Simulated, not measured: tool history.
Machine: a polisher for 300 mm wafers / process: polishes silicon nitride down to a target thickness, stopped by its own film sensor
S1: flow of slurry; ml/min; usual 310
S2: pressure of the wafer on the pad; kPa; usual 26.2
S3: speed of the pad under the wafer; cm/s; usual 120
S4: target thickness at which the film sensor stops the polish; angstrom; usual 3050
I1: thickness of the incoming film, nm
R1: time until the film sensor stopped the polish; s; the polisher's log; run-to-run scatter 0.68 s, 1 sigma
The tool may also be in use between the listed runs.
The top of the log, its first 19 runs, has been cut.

{"run": 20, "day": 9.954, "S1": 310, "S2": 26.2, "S3": 120, "S4": 3050, "I1": 481.3, "R1": 82.5}
{"run": 21, "day": 10.517, "S1": 310, "S2": 33.1, "S3": 98, "S4": 3490, "I1": 481.4, "R1": 61.4}
{"run": 22, "day": 11.017, "S1": 310, "S2": 33.1, "S3": 98, "S4": 3490, "I1": 487.4, "R1": 65.2}
{"run": 23, "day": 11.404, "S1": 310, "S2": 26.2, "S3": 120, "S4": 3050, "I1": 474.4, "R1": 80}
{"day": 11.638, "done": "worn pad replaced by a new one"}
{"run": 24, "day": 11.921, "S1": 275, "S2": 26.2, "S3": 120, "S4": 3050, "I1": 488.3, "R1": 82.8}
{"run": 25, "day": 12.512, "S1": 310, "S2": 26.2, "S3": 120, "S4": 3590, "I1": 469.7, "R1": 48.7}
{"run": 26, "day": 12.85, "S1": 310, "S2": 26.2, "S3": 120, "S4": 3050, "I1": 475.4, "R1": 76.9}
{"run": 27, "day": 13.446, "S1": 310, "S2": 26.2, "S3": 96, "S4": 3050, "I1": 477.4, "R1": 93.5}
{"run": 28, "day": 13.904, "S1": 405, "S2": 26.2, "S3": 90, "S4": 3410, "I1": 483.3, "R1": 81.4}
{"day": 14.258, "done": "head pressure recalibrated"}
{"day": 14.55, "done": "slurry nozzle cleaned"}
{"run": 29, "day": 14.571, "S1": 310, "S2": 26.2, "S3": 120, "S4": 3310, "I1": 474.7, "R1": 69.3}
{"run": 30, "day": 15.233, "S1": 310, "S2": 34.5, "S3": 120, "S4": 3050, "I1": 479.8, "R1": 68.5}
{"run": 31, "day": 15.625, "S1": 220, "S2": 26.2, "S3": 120, "S4": 2700, "I1": 474.7, "R1": 102.3}
{"day": 15.992, "done": "worn pad replaced by a new one"}
{"run": 32, "day": 16.217, "S1": 345, "S2": 26.2, "S3": 120, "S4": 3050, "I1": 483.1, "R1": 80.9}
{"run": 33, "day": 17.329, "S1": 310, "S2": 26.2, "S3": 120, "S4": 3050, "I1": 487, "R1": 83.6}
{"run": 34, "day": 17.792, "S1": 250, "S2": 22.1, "S3": 102, "S4": 3050, "I1": 479.6, "R1": 105.6}
{"run": 35, "day": 18.267, "S1": 250, "S2": 26.2, "S3": 132, "S4": 3050, "I1": 484.9, "R1": 77.9}
{"run": 36, "day": 18.521, "S1": 280, "S2": 35.2, "S3": 120, "S4": 3050, "I1": 484.8, "R1": 67.4}
{"run": 37, "day": 19.267, "S1": 310, "S2": 26.2, "S3": 152, "S4": 3050, "I1": 475.7, "R1": 65.9}

Below are 4 alternative next runs, each starting from the tool's condition after run 37. Predict each:
{"run": "A", "day": 19.283, "S1": 310, "S2": 26.2, "S3": 120, "S4": 3050, "I1": 479.5, "R1": "?"}
{"run": "B", "day": 19.283, "S1": 410, "S2": 23.4, "S3": 120, "S4": 3410, "I1": 479.5, "R1": "?"}
{"run": "C", "day": 19.283, "S1": 385, "S2": 34.5, "S3": 120, "S4": 3050, "I1": 479.5, "R1": "?"}
{"run": "D", "day": 19.283, "S1": 265, "S2": 21.4, "S3": 134, "S4": 3500, "I1": 479.5, "R1": "?"}

run=A R1=83.8
run=B R1=71.1
run=C R1=66.8
run=D R1=66.8
The same runs, with their run-to-run variation unchanged, on a tool lacking any hidden condition would have given:
run=A R1=81.6
run=B R1=69.1
run=C R1=65
run=D R1=65
